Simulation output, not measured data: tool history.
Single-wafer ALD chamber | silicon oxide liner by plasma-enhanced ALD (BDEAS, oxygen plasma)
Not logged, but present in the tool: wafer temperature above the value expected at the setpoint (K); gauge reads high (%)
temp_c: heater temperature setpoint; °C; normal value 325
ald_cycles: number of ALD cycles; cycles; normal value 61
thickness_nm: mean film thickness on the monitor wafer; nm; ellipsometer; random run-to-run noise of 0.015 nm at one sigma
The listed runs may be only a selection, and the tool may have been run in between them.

run	hour	temp_c	ald_cycles	wafers since the last listed run	hours since the last thermocouple change	hours since the gauge calibration	read-back reference wafer on the same gauge, thickness_nm	thickness_nm
1	0.0	325	61	0	476.6	1314.6	5.162	5.853
2	57.8	325	61	261	534.4	1372.4	5.164	5.850
3	125.0	325	61	304	601.6	1439.6	5.164	5.872
4	166.0	314	57	185	642.6	1480.6	5.158	5.569
5	224.1	329	61	262	700.7	1538.7	5.156	5.805
6	259.2	329	61	158	735.8	1573.8	5.163	5.842
7	327.1	329	61	307	803.7	1641.7	5.161	5.850
8	387.9	325	61	275	864.5	1702.5	5.158	5.866
9	427.3	325	61	178	903.9	1741.9	5.161	5.866
10	492.0	325	61	292	968.6	1806.6	5.161	5.862
# hour 517.4: gauge calibrated
11	556.3	333	61	291	1032.9	38.9	5.160	5.808
12	611.0	333	61	247	1087.6	93.6	5.161	5.826
13	680.8	325	61	315	1157.4	163.4	5.162	5.880
14	883.7	315	61	918	1360.3	366.3	5.158	5.956
15	940.8	313	58	258	1417.4	423.4	5.158	5.673
16	972.9	336	61	145	1449.5	455.5	5.161	5.809
17	1060.9	317	53	398	1537.5	543.5	5.163	5.147
18	1092.1	320	67	141	1568.7	574.7	5.157	6.476
19	1162.5	316	61	318	1639.1	645.1	5.158	5.951
20	1186.8	330	61	109	1663.4	669.4	5.155	5.821
21	1213.7	325	61	121	1690.3	696.3	5.161	5.873
22	1276.8	321	65	285	1753.4	759.4	5.166	6.282
# hour 1290.5: thermocouple changed; heater temperature recalibrated
23	1393.4	321	61	491	102.9	876.0	5.162	5.914
24	1451.7	336	52	263	161.2	934.3	5.162	4.947
25	1487.8	335	61	163	197.3	970.4	5.161	5.786
26	1529.1	325	61	186	238.6	1011.7	5.157	5.867
27	1586.2	321	61	258	295.7	1068.8	5.160	5.917
28	1645.7	325	61	269	355.2	1128.3	5.158	5.884

Alternative continuations, all from the tool just after run 28; predict every row:
A	1646.2	325	71	2	355.7	1128.8	?	?
B	1646.2	319	56	2	355.7	1128.8	?	?
C	1646.2	337	53	2	355.7	1128.8	?	?

run	read-back reference wafer on the same gauge, thickness_nm	thickness_nm
A	5.161	6.856
B	5.161	5.449
C	5.161	5.040
Without the tool's unlogged condition, the same runs would have read:
run	thickness_nm
A	6.856
B	5.449
C	5.040

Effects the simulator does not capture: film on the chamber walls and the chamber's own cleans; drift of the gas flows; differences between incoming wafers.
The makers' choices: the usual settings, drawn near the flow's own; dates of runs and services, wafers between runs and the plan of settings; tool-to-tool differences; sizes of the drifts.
